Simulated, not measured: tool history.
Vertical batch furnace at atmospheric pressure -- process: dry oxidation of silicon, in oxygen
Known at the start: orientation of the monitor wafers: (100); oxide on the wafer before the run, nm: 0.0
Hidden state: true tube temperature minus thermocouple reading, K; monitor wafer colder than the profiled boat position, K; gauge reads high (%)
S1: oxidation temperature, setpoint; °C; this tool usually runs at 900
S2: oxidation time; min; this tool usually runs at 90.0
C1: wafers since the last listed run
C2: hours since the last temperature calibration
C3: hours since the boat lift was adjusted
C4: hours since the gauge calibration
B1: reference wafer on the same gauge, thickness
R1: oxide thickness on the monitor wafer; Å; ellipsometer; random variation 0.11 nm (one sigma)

run	hour	S1	S2	C1	C2	C3	C4	B1	R1
1	0.0	900	76.0	0	1603.2	868.0	92.9	28.48	220.7
2	52.0	900	76.0	493	1655.2	920.0	144.9	28.52	222.2
3	126.2	900	90.0	704	1729.4	994.2	219.1	28.51	245.5
4	180.9	900	90.0	519	1784.1	1048.9	273.8	28.50	245.4
5	275.2	900	90.0	895	1878.4	1143.2	368.1	28.49	242.6
6	369.8	900	90.0	898	1973.0	1237.8	462.7	28.49	242.6
7	432.8	900	90.0	598	2036.0	1300.8	525.7	28.50	243.8
8	502.1	900	90.0	658	2105.3	1370.1	595.0	28.49	243.5
9	562.5	920	111.0	573	2165.7	1430.5	655.4	28.50	340.2
# hour 616.8: gauge calibrated
# hour 638.5: boat lift adjusted
10	654.8	915	112.0	648	2258.0	16.3	38.0	28.52	343.1
# hour 685.1: thermocouples replaced and temperature profile calibrated
11	700.4	919	90.0	205	15.3	61.9	83.6	28.50	308.4
12	935.8	912	59.5	2236	250.7	297.3	319.0	28.52	215.3

Run 13, settings as shown, results not yet in. Your forecast:
13	1002.2	878	90.0	630	317.1	363.7	385.4	?	?

B1: 28.49
R1: 198.4 Å
Were there no unlogged condition in the tool, this run, its random variation unchanged, would have produced R1 200.6 Å.
